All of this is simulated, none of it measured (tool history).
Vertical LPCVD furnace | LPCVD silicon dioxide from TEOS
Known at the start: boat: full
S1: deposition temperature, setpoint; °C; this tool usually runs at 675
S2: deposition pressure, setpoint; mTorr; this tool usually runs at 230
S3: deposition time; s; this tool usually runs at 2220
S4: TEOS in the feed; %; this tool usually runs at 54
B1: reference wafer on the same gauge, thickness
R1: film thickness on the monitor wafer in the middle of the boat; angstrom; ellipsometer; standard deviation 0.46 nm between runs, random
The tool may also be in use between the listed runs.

| run | day | S1 | S2 | S3 | S4 | B1 | R1 |
|---|---|---|---|---|---|---|---|
| 1 | 0 | 675 | 230 | 1830 | 54 | 112.98 | 961.2 |
| 2 | 1.708 | 675 | 230 | 1830 | 54 | 112.9 | 970.8 |
| 3 | 5.371 | 675 | 205 | 2220 | 54 | 112.97 | 1108.6 |
| 4 | 9.225 | 675 | 205 | 2220 | 54 | 113.02 | 1112.2 |
| 5 | 12.925 | 675 | 205 | 2220 | 54 | 113.14 | 1113.5 |
| 6 | 17.421 | 675 | 230 | 2220 | 54 | 112.93 | 1176.2 |
| 7 | 20.729 | 675 | 230 | 2220 | 54 | 113 | 1179.8 |
| 8 | 22.492 | 675 | 230 | 2220 | 54 | 112.87 | 1177.5 |
| 9 | 25.129 | 684 | 230 | 2220 | 54 | 113.09 | 1475.3 |
|  | 26.529 | thermocouples replaced and temperature profile calibrated |
| 10 | 29.167 | 684 | 230 | 2220 | 54 | 112.92 | 1425.7 |
| 11 | 33.346 | 684 | 230 | 2220 | 54 | 113.25 | 1428.8 |
|  | 35.083 | pressure gauge zeroed |
| 12 | 36.892 | 675 | 230 | 2220 | 54 | 112.99 | 1147.3 |
| 13 | 40.067 | 675 | 230 | 2220 | 54 | 112.77 | 1146.3 |
| 14 | 43.483 | 675 | 230 | 2220 | 54 | 112.88 | 1157.3 |
| 15 | 45.438 | 666 | 250 | 2580 | 54 | 113.26 | 1119 |
| 16 | 49.788 | 682 | 275 | 2700 | 61 | 112.86 | 1930.6 |
| 17 | 51.917 | 675 | 230 | 2490 | 59 | 112.98 | 1361.4 |
| 18 | 55.688 | 675 | 260 | 2820 | 45 | 112.99 | 1419.5 |
| 19 | 58.888 | 675 | 230 | 2220 | 54 | 113.15 | 1153.5 |
| 20 | 61.721 | 684 | 230 | 1800 | 44 | 112.86 | 1054.3 |
| 21 | 65.771 | 675 | 230 | 2760 | 54 | 112.92 | 1447.7 |
|  | 67.496 | TEOS flow controller replaced |
| 22 | 67.775 | 684 | 175 | 2220 | 57 | 112.99 | 1292.1 |
| 23 | 70.104 | 672 | 230 | 2640 | 59 | 113.11 | 1331.1 |
| 24 | 73.883 | 675 | 245 | 3090 | 54 | 112.9 | 1680.4 |
|  | 74.671 | gauge calibrated |
| 25 | 76.775 | 675 | 230 | 2220 | 54 | 113.01 | 1163.8 |
| 26 | 79.879 | 675 | 260 | 2820 | 45 | 113.18 | 1431.3 |
| 27 | 81.596 | 683 | 180 | 1410 | 44 | 113.14 | 721.4 |
| 28 | 83.271 | 686 | 230 | 2220 | 54 | 113.08 | 1523.4 |
| 29 | 87.025 | 675 | 265 | 2220 | 50 | 113.21 | 1198.9 |
| 30 | 90.421 | 672 | 230 | 2640 | 59 | 113.06 | 1352.5 |
| 31 | 94.454 | 682 | 230 | 1560 | 44 | 113.13 | 872.4 |
| 32 | 96.162 | 668 | 230 | 2220 | 54 | 113.02 | 985.7 |

State the hidden condition of the tool at each of the runs:
true pressure minus gauge reading, mTorr: 0, the same for each run
deviation of the TEOS flow from its setpoint, %: 0, the same for each run
gauge reads high (%): 0, the same for each run
H1: true tube temperature minus thermocouple reading, K
| run | H1 |
|---|---|
| 1 | 1.16 |
| 2 | 1.19 |
| 3 | 1.24 |
| 4 | 1.3 |
| 5 | 1.35 |
| 6 | 1.42 |
| 7 | 1.47 |
| 8 | 1.49 |
| 9 | 1.53 |
| 10 | 0.165 |
| 11 | 0.227 |
| 12 | 0.279 |
| 13 | 0.326 |
| 14 | 0.376 |
| 15 | 0.405 |
| 16 | 0.469 |
| 17 | 0.5 |
| 18 | 0.556 |
| 19 | 0.603 |
| 20 | 0.645 |
| 21 | 0.704 |
| 22 | 0.734 |
| 23 | 0.768 |
| 24 | 0.824 |
| 25 | 0.867 |
| 26 | 0.912 |
| 27 | 0.938 |
| 28 | 0.962 |
| 29 | 1.02 |
| 30 | 1.07 |
| 31 | 1.13 |
| 32 | 1.15 |
